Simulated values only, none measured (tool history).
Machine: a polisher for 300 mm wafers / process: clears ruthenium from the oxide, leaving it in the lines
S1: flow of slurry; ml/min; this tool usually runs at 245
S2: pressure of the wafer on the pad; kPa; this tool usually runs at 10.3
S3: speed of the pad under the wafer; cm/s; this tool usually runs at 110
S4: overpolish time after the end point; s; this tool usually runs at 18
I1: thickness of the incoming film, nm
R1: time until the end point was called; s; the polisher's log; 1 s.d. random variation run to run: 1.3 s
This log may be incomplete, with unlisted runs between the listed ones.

run    hour   S1    S2   S3  S4    I1     R1
  1       0  245  10.3  140  18  90.7     72
       41.5  -- head pressure recalibrated
  2    47.1  245  10.3  140  18  91.5   66.8
       88.7  -- worn pad replaced by a new one
  3   117.6  245  10.3  140  18  88.8   69.3
  4     173  245  11.7   88  18    90  103.1
  5     222  245  10.3  110  18  91.2   94.9
  6   287.7  245  10.3  110  18  89.9   98.2
      311.4  -- worn pad replaced by a new one
      357.2  -- slurry nozzle cleaned
  7     359  245  10.3  110  18  89.1   91.9
      412.5  -- head pressure recalibrated
  8   423.1  245  10.3  110  18  89.7   86.4
  9   484.7  245  10.3  110  18  89.8   89.5
 10   546.5  245  10.3  128  18  90.9   78.5
      568.2  -- worn pad replaced by a new one
 11   631.7  245  10.3  128  18  90.9   82.9
 12   664.7  210   9.7  128  27  89.1   92.1
 13   692.7  275  10.3  128  18  91.1   82.2
      694.3  -- slurry nozzle cleaned
 14   732.6  245  10.3  130  18  90.3   79.1
 15   796.2  245  10.3  110  18  90.6   95.9
      805.1  -- worn pad replaced by a new one
      814.3  -- head pressure recalibrated
 16   861.3  245  10.3  136  18  89.2   69.3
 17   893.7  245  10.3  110  18  90.6   89.7
 18     957  315   7.6  110  18  90.1    114
     1015.4  -- slurry nozzle cleaned
 19  1021.2  245  10.3  110  18  89.3   83.6
     1086.2  -- worn pad replaced by a new one
 20  1178.9  245  10.3  110  18  91.5   96.1
 21    1216  245  10.3  110  12  90.8     96
     1240.8  -- head pressure recalibrated
 22  1253.2  245  12.4   84  18  89.1  102.5
 23  1294.2  245  10.3  110  18  88.9   94.6

How would selected steps in R1 from run to run divide? Give the signed amount a tool lacking its hidden state would still show from settings, what came in and random variation, and the signed amount left for the hidden state, including any gauge scatter that is not in both of the compared results.
What the log doesn't record here: removal rate lost through wear of the pad, %; slurry flow missing at the pad, %; deviation of the head's pressure from its setpoint, %.
Run 3 -> 4: S2 10.3 -> 11.7, S3 140 -> 88. R1 +33.8 s: hidden state +5.5, all else +28.3.
Run 15 -> 16: S3 110 -> 136, worn pad replaced by a new one, head pressure recalibrated. R1 -26.6 s: hidden state -9.6, all else -17.
Run 18 -> 19: S1 315 -> 245, S2 7.6 -> 10.3, slurry nozzle cleaned. R1 -30.4 s: hidden state -5.1, all else -25.3.
Run 19 -> 20: worn pad replaced by a new one. R1 +12.5 s: hidden state +9.3, all else +3.2.

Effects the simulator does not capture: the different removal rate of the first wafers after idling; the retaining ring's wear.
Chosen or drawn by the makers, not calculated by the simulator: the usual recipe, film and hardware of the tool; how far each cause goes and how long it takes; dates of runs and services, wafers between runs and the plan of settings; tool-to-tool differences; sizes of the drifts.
